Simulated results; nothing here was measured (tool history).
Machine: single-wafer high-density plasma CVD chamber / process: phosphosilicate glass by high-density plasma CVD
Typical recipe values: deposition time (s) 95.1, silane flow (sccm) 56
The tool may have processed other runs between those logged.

run	hour	deposition time (s)	silane flow (sccm)	read-back reference wafer on the same gauge, thickness_nm	mean film thickness on the monitor wafer (nm)
1	0.0	95.1	56	496.211	546.622
2	64.6	95.1	56	495.825	548.213
3	120.3	95.1	56	496.140	549.448
4	166.9	95.1	56	496.317	548.941
5	191.9	109.3	60	495.914	678.212
6	233.9	109.3	60	496.062	679.366
# hour 342.6: gauge calibrated
7	344.6	109.3	60	496.111	677.742
8	374.4	108.9	61	496.104	690.274
# hour 420.9: silane flow controller replaced
9	443.8	86.1	56	496.364	470.781
10	487.4	86.1	56	496.411	469.697
11	544.9	86.1	56	496.014	471.438
12	596.4	87.1	45	496.108	382.414
13	635.4	104.6	46	495.886	470.028
14	659.6	109.1	52	496.122	555.620
15	703.4	105.4	65	495.884	669.033
16	752.7	95.1	56	496.286	524.304
17	779.4	103.0	48	496.114	485.387
18	848.9	95.1	56	496.108	520.899
19	917.0	87.1	45	495.954	381.204
20	943.6	79.3	48	495.705	372.534
21	997.6	113.6	62	496.313	689.933
22	1034.7	113.6	62	496.304	687.926
23	1071.0	103.0	52	496.072	522.762

Some steps in mean film thickness on the monitor wafer (nm) between neighbouring runs. How much of each would the tool show without its hidden state too (settings, what came in, random variation), and how much is left for the hidden state, with any gauge scatter that isn't in both results?
Hidden state present: delivered silane flow above the setpoint (%); gauge reads high (%).
Run 4 -> 5: deposition time (s) 95.1 -> 109.3, silane flow (sccm) 56 -> 60. mean film thickness on the monitor wafer (nm) +129.271: hidden state +6.324, all else +122.947.
Run 8 -> 9: deposition time (s) 108.9 -> 86.1, silane flow (sccm) 61 -> 56, silane flow controller replaced. mean film thickness on the monitor wafer (nm) -219.493: hidden state -39.771, all else -179.722.
Run 20 -> 21: deposition time (s) 79.3 -> 113.6, silane flow (sccm) 48 -> 62. mean film thickness on the monitor wafer (nm) +317.399: hidden state -2.623, all else +320.022.
